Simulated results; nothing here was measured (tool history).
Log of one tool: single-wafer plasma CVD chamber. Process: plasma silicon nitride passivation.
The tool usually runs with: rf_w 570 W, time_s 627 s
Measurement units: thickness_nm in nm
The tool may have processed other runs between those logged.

run	hour	rf_w	time_s	wafers since the last listed run	hours since the last RF generator calibration	hours since the showerhead was replaced	hours since the gauge calibration	read-back reference wafer on the same gauge, thickness_nm	thickness_nm
1	0	510	627	0	863.8	4269.9	641.2	1110.902	930.143
2	93.9	570	627	325	957.7	4363.8	735.1	1114.295	954.19
3	141.3	570	627	164	1005.1	4411.2	782.5	1114.609	957.549
4	179.7	630	627	133	1043.5	4449.6	820.9	1113.283	981.319
5	242.7	630	627	218	1106.5	4512.6	883.9	1115.18	968.816
6	331.4	630	627	307	1195.2	4601.3	972.6	1114.952	985.482
7	387.9	515	627	195	1251.7	4657.8	1029.1	1115.147	929.655
8	451.7	515	627	221	1315.5	4721.6	1092.9	1112.496	934.575
9	518.7	515	627	232	1382.5	4788.6	1159.9	1119.098	927.876
10	787.3	570	627	930	1651.1	5057.2	1428.5	1115.79	945.487
11	824.1	615	627	127	1687.9	5094	1465.3	1114.232	982.549
12	930.5	570	676	368	1794.3	5200.4	1571.7	1112.931	1030.221
13	1004	570	627	254	1867.8	5273.9	1645.2	1113.556	948.781
# hour 1056.8: gauge calibrated
14	1057.3	570	627	184	1921.1	5327.2	0.5	1112.581	951.941
# hour 1106.3: showerhead replaced
15	1160.3	610	707	329	2024.1	54	103.5	1113.73	1091.986
16	1252.9	570	505	320	2116.7	146.6	196.1	1115.946	767.057
17	1317	635	556	222	2180.8	210.7	260.2	1114.088	877.526

For run 18, what comes out?
# hour 1402.4: RF generator calibrated
18	1424.5	570	627	344	22.1	318.2	367.7	?	?

{"run 18": {"read-back reference wafer on the same gauge, thickness_nm": 1113.404, "thickness_nm": 954.337}}
Minus the tool's unlogged condition, the same run would have read thickness_nm 954.337 nm.

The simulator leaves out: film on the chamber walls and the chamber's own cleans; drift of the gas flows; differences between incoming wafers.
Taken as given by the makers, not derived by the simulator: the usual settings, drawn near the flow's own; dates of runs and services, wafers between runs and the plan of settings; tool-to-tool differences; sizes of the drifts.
